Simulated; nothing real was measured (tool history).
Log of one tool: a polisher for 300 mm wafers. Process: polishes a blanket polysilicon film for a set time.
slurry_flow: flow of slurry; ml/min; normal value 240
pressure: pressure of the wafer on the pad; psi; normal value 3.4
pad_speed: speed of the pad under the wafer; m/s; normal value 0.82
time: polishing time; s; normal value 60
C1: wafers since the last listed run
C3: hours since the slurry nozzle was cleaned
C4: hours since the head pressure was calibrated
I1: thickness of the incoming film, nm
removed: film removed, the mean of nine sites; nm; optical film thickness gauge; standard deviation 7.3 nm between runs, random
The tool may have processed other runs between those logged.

run 1 hour=0 | slurry_flow=240 pressure=3.4 pad_speed=0.82 time=60 | C1=0 wafers_polished_on_this_pad=627 C3=257.6 C4=459.5 | I1=1380.1 | removed=496.3
run 2 hour=31 | slurry_flow=240 pressure=3.4 pad_speed=0.82 time=75 | C1=234 wafers_polished_on_this_pad=862 C3=288.6 C4=490.5 | I1=1415 | removed=592.6
-- hour=53.3 slurry nozzle cleaned
run 3 hour=60.5 | slurry_flow=240 pressure=3.4 pad_speed=0.82 time=75 | C1=215 wafers_polished_on_this_pad=1078 C3=7.2 C4=520 | I1=1376.8 | removed=583.6
run 4 hour=76 | slurry_flow=240 pressure=3.4 pad_speed=0.82 time=75 | C1=117 wafers_polished_on_this_pad=1195 C3=22.7 C4=535.5 | I1=1384.9 | removed=589.6
run 5 hour=99.6 | slurry_flow=240 pressure=3.4 pad_speed=0.82 time=60 | C1=178 wafers_polished_on_this_pad=1374 C3=46.3 C4=559.1 | I1=1377.5 | removed=464.6
-- hour=133.2 head pressure recalibrated
run 6 hour=133.5 | slurry_flow=240 pressure=3.4 pad_speed=0.82 time=60 | C1=241 wafers_polished_on_this_pad=1616 C3=80.2 C4=0.3 | I1=1399.8 | removed=462.6
-- hour=156.7 worn pad replaced by a new one
run 7 hour=169 | slurry_flow=240 pressure=3.4 pad_speed=0.82 time=60 | C1=238 wafers_polished_on_this_pad=93 C3=115.7 C4=35.8 | I1=1378.6 | removed=498.8
run 8 hour=198 | slurry_flow=195 pressure=3.4 pad_speed=0.74 time=60 | C1=219 wafers_polished_on_this_pad=313 C3=144.7 C4=64.8 | I1=1383.7 | removed=438.5
run 9 hour=222 | slurry_flow=240 pressure=3.4 pad_speed=0.82 time=60 | C1=181 wafers_polished_on_this_pad=494 C3=168.7 C4=88.8 | I1=1394.4 | removed=501.8
run 10 hour=247.6 | slurry_flow=240 pressure=2.4 pad_speed=0.62 time=60 | C1=193 wafers_polished_on_this_pad=688 C3=194.3 C4=114.4 | I1=1365.3 | removed=258.2
run 11 hour=277.1 | slurry_flow=240 pressure=2.4 pad_speed=0.62 time=60 | C1=223 wafers_polished_on_this_pad=912 C3=223.8 C4=143.9 | I1=1381.9 | removed=261.3
run 12 hour=293.6 | slurry_flow=240 pressure=2.4 pad_speed=0.62 time=60 | C1=124 wafers_polished_on_this_pad=1037 C3=240.3 C4=160.4 | I1=1408.7 | removed=259.9
-- hour=315.1 slurry nozzle cleaned
run 13 hour=317.4 | slurry_flow=240 pressure=3.9 pad_speed=0.82 time=60 | C1=172 wafers_polished_on_this_pad=1209 C3=2.3 C4=184.2 | I1=1397 | removed=543.3
run 14 hour=353 | slurry_flow=240 pressure=3.4 pad_speed=0.82 time=60 | C1=269 wafers_polished_on_this_pad=1479 C3=37.9 C4=219.8 | I1=1384.1 | removed=476.5
run 15 hour=374.1 | slurry_flow=240 pressure=3.4 pad_speed=0.82 time=60 | C1=159 wafers_polished_on_this_pad=1639 C3=59 C4=240.9 | I1=1384.2 | removed=471.7
-- hour=407.2 worn pad replaced by a new one
run 16 hour=407.7 | slurry_flow=285 pressure=2.7 pad_speed=0.98 time=60 | C1=224 wafers_polished_on_this_pad=3 C3=92.6 C4=274.5 | I1=1374.4 | removed=477.1
run 17 hour=491.3 | slurry_flow=170 pressure=2.8 pad_speed=0.6 time=49 | C1=633 wafers_polished_on_this_pad=636 C3=176.2 C4=358.1 | I1=1396.4 | removed=234.1
run 18 hour=507.6 | slurry_flow=240 pressure=3.4 pad_speed=0.82 time=60 | C1=123 wafers_polished_on_this_pad=760 C3=192.5 C4=374.4 | I1=1398.3 | removed=473.6
run 19 hour=533.6 | slurry_flow=295 pressure=2.5 pad_speed=0.74 time=60 | C1=196 wafers_polished_on_this_pad=957 C3=218.5 C4=400.4 | I1=1372.5 | removed=324.3
run 20 hour=551.6 | slurry_flow=190 pressure=4.2 pad_speed=0.92 time=60 | C1=136 wafers_polished_on_this_pad=1093 C3=236.5 C4=418.4 | I1=1383.2 | removed=636.1
run 21 hour=568.3 | slurry_flow=325 pressure=3 pad_speed=0.82 time=48 | C1=126 wafers_polished_on_this_pad=1220 C3=253.2 C4=435.1 | I1=1390.3 | removed=344.1
run 22 hour=595.1 | slurry_flow=240 pressure=3.4 pad_speed=0.82 time=60 | C1=202 wafers_polished_on_this_pad=1423 C3=280 C4=461.9 | I1=1404.3 | removed=452.6
run 23 hour=617.5 | slurry_flow=320 pressure=3.4 pad_speed=0.96 time=60 | C1=169 wafers_polished_on_this_pad=1592 C3=302.4 C4=484.3 | I1=1395.8 | removed=546.7
run 24 hour=645.5 | slurry_flow=275 pressure=3.4 pad_speed=0.82 time=80 | C1=212 wafers_polished_on_this_pad=1804 C3=330.4 C4=512.3 | I1=1402.8 | removed=612
-- hour=649 slurry nozzle cleaned
-- hour=651.8 worn pad replaced by a new one
run 25 hour=659.1 | slurry_flow=165 pressure=3.4 pad_speed=0.82 time=60 | C1=74 wafers_polished_on_this_pad=55 C3=10.1 C4=525.9 | I1=1377.5 | removed=475.1
run 26 hour=679.8 | slurry_flow=240 pressure=3.4 pad_speed=0.82 time=74 | C1=156 wafers_polished_on_this_pad=212 C3=30.8 C4=546.6 | I1=1373.4 | removed=605.8
run 27 hour=695 | slurry_flow=240 pressure=3.4 pad_speed=0.82 time=60 | C1=115 wafers_polished_on_this_pad=327 C3=46 C4=561.8 | I1=1375.6 | removed=506.6
run 28 hour=726.3 | slurry_flow=240 pressure=2.4 pad_speed=1.06 time=60 | C1=237 wafers_polished_on_this_pad=564 C3=77.3 C4=593.1 | I1=1377.7 | removed=445.6
run 29 hour=748.9 | slurry_flow=240 pressure=3.4 pad_speed=0.82 time=69 | C1=171 wafers_polished_on_this_pad=735 C3=99.9 C4=615.7 | I1=1386.7 | removed=562.6
run 30 hour=761.7 | slurry_flow=310 pressure=4.3 pad_speed=1 time=73 | C1=96 wafers_polished_on_this_pad=832 C3=112.7 C4=628.5 | I1=1363.1 | removed=934.8
run 31 hour=776.4 | slurry_flow=240 pressure=2.3 pad_speed=0.9 time=60 | C1=111 wafers_polished_on_this_pad=944 C3=127.4 C4=643.2 | I1=1402.8 | removed=353.8
run 32 hour=803.8 | slurry_flow=240 pressure=2.3 pad_speed=0.82 time=60 | C1=207 wafers_polished_on_this_pad=1151 C3=154.8 C4=670.6 | I1=1394 | removed=316.9
run 33 hour=827.1 | slurry_flow=240 pressure=2.5 pad_speed=0.82 time=60 | C1=176 wafers_polished_on_this_pad=1328 C3=178.1 C4=693.9 | I1=1399.7 | removed=345.8
run 34 hour=843.8 | slurry_flow=165 pressure=3 pad_speed=1 time=43 | C1=126 wafers_polished_on_this_pad=1454 C3=194.8 C4=710.6 | I1=1375.6 | removed=346.1
-- hour=853.7 head pressure recalibrated
run 35 hour=876.5 | slurry_flow=270 pressure=3.4 pad_speed=0.68 time=60 | C1=232 wafers_polished_on_this_pad=1687 C3=227.5 C4=22.8 | I1=1392.9 | removed=383.4
-- hour=891.1 worn pad replaced by a new one
run 36 hour=894 | slurry_flow=305 pressure=4.5 pad_speed=0.96 time=66 | C1=102 wafers_polished_on_this_pad=21 C3=245 C4=40.3 | I1=1397 | removed=880.4

How the hidden state differs across the entries between the runs, from the last listed run before each to the first after it:
Run 2 -> run 3: slurry nozzle cleaned (hour 53.3)
  removal rate lost through wear of the pad, %: 2.35 -> 3.52
  measured less the result without the state, removed: -14.3 -> -21.3 nm
Run 5 -> run 6: head pressure recalibrated (hour 133.2)
  removal rate lost through wear of the pad, %: 5.48 -> 7.56
  measured less the result without the state, removed: -26.9 -> -37.8 nm
Run 6 -> run 7: worn pad replaced by a new one (hour 156.7)
  removal rate lost through wear of the pad, %: 7.56 -> 0.0749
  measured less the result without the state, removed: -37.8 -> -0.4 nm
Run 12 -> run 13: slurry nozzle cleaned (hour 315.1)
  removal rate lost through wear of the pad, %: 2.94 -> 4.03
  measured less the result without the state, removed: -7.8 -> -22.8 nm
Run 15 -> run 16: worn pad replaced by a new one (hour 407.2)
  removal rate lost through wear of the pad, %: 7.33 -> 1.3
  measured less the result without the state, removed: -37.3 -> -6.3 nm
Run 24 -> run 25: slurry nozzle cleaned (hour 649); worn pad replaced by a new one (hour 651.8)
  removal rate lost through wear of the pad, %: 10 -> 1.07
  measured less the result without the state, removed: -68.3 -> -5.1 nm
Run 34 -> run 35: head pressure recalibrated (hour 853.7)
  removal rate lost through wear of the pad, %: 6.74 -> 8.83
  measured less the result without the state, removed: -25 -> -37.2 nm
Run 35 -> run 36: worn pad replaced by a new one (hour 891.1)
  removal rate lost through wear of the pad, %: 8.83 -> 0.874
  measured less the result without the state, removed: -37.2 -> -7.8 nm

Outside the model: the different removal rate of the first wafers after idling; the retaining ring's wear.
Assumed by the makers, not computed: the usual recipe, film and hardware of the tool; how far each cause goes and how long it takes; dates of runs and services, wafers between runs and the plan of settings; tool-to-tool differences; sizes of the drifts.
